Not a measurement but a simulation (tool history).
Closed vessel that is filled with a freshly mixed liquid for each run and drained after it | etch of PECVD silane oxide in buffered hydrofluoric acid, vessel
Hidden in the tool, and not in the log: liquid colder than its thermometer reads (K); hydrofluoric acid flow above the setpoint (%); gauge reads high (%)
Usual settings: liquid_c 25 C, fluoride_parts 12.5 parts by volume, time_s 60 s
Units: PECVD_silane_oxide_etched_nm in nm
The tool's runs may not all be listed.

run,hour,liquid_c,fluoride_parts,time_s,wafers since the last listed run,hours since the thermometer was replaced,hours since the hydrofluoric acid flow meter was replaced,hours since the gauge calibration,"read-back film thickness of the PECVD silane oxide reference wafer, read on the same gauge (nm)",PECVD_silane_oxide_etched_nm
1,0,25,12.5,60,0,2109.7,122,678.6,130.01,105.79
2,32.3,25,12.5,60,3744,2142,154.3,710.9,130,106.09
3,57.3,25,12.5,60,2897,2167,179.3,735.9,129.98,106.29
# hour 62.6: thermometer replaced
4,71.1,25,12.5,60,1483,8.5,193.1,749.7,130,105.34
5,91.9,25,12.5,60,2411,29.3,213.9,770.5,129.98,106.38
6,113.8,27.5,12.5,60,2538,51.2,235.8,792.4,129.98,122.16
7,128.8,27.5,12.5,60,1738,66.2,250.8,807.4,130.01,122.15
8,164.6,25,12.5,60,4149,102,286.6,843.2,130,107.34
9,177,25,12.5,60,1437,114.4,299,855.6,130,106.27
10,193.3,25,12.5,60,1889,130.7,315.3,871.9,129.99,106.92
11,219.5,22.5,16.5,35,3036,156.9,341.5,898.1,129.99,41.38
12,237.4,21.5,12.5,95,2074,174.8,359.4,916,129.98,140.44
13,252.2,29,12.5,95,1715,189.6,374.2,930.8,130.01,210.1
14,274.8,25,8,80,2619,212.2,396.8,953.4,129.99,216.92
15,299.6,29.5,16.5,50,2874,237,421.6,978.2,129.96,87.2
# hour 325.3: hydrofluoric acid flow meter replaced
16,328.7,27,12.5,45,3257,266.1,3.4,1007.3,130.02,90.78
17,358.3,25,12.5,60,3431,295.7,33,1036.9,129.98,109.52
18,383.1,25,12.5,30,2874,320.5,57.8,1061.7,129.99,54.4
# hour 397.1: gauge calibrated
19,400.9,26.5,12.5,60,2063,338.3,75.6,3.8,129.97,119.24
20,433.8,25,12.5,60,3813,371.2,108.5,36.7,130,109.66
21,450.3,25,12.5,60,1912,387.7,125,53.2,129.99,109.7
22,480.1,25,12.5,60,3454,417.5,154.8,83,130,110.2
23,496.7,27,9,75,1924,434.1,171.4,99.6,130,206.29
24,522.6,26.5,14,60,3002,460,197.3,125.5,130.04,107.4
25,557.6,28.5,12.5,60,4056,495,232.3,160.5,130.02,134.11
# hour 562: hydrofluoric acid flow meter replaced, repeated, since the last time left the tool worse
26,585.2,28.5,14.5,40,3083,522.6,23.2,188.1,130,73.3
27,610.5,28,8.5,70,2932,547.9,48.5,213.4,129.96,203.79
28,639.4,22.5,16.5,40,3349,576.8,77.4,242.3,130.01,47
29,674,28,17,45,4010,611.4,112,276.9,129.99,68.62
30,703.2,25,15,60,3384,640.6,141.2,306.1,129.96,88.48
31,724.2,25,12.5,60,2434,661.6,162.2,327.1,129.99,105.05
32,819.7,25,15.5,30,11069,757.1,257.7,422.6,129.98,43.2

The same runs without the tool's hidden state, with the same run-to-run variation:
run,PECVD_silane_oxide_etched_nm
1,104.92
2,105.01
3,105.06
4,104.04
5,104.93
6,120.34
7,120.23
8,105.44
9,104.31
10,104.85
11,40.51
12,137.37
13,205.34
14,211.18
15,84.98
16,87.14
17,104.94
18,52.05
19,113.99
20,104.63
21,104.58
22,104.88
23,195.07
24,101.97
25,127.09
26,73.07
27,202.77
28,46.71
29,68.06
30,87.59
31,103.88
32,42.48
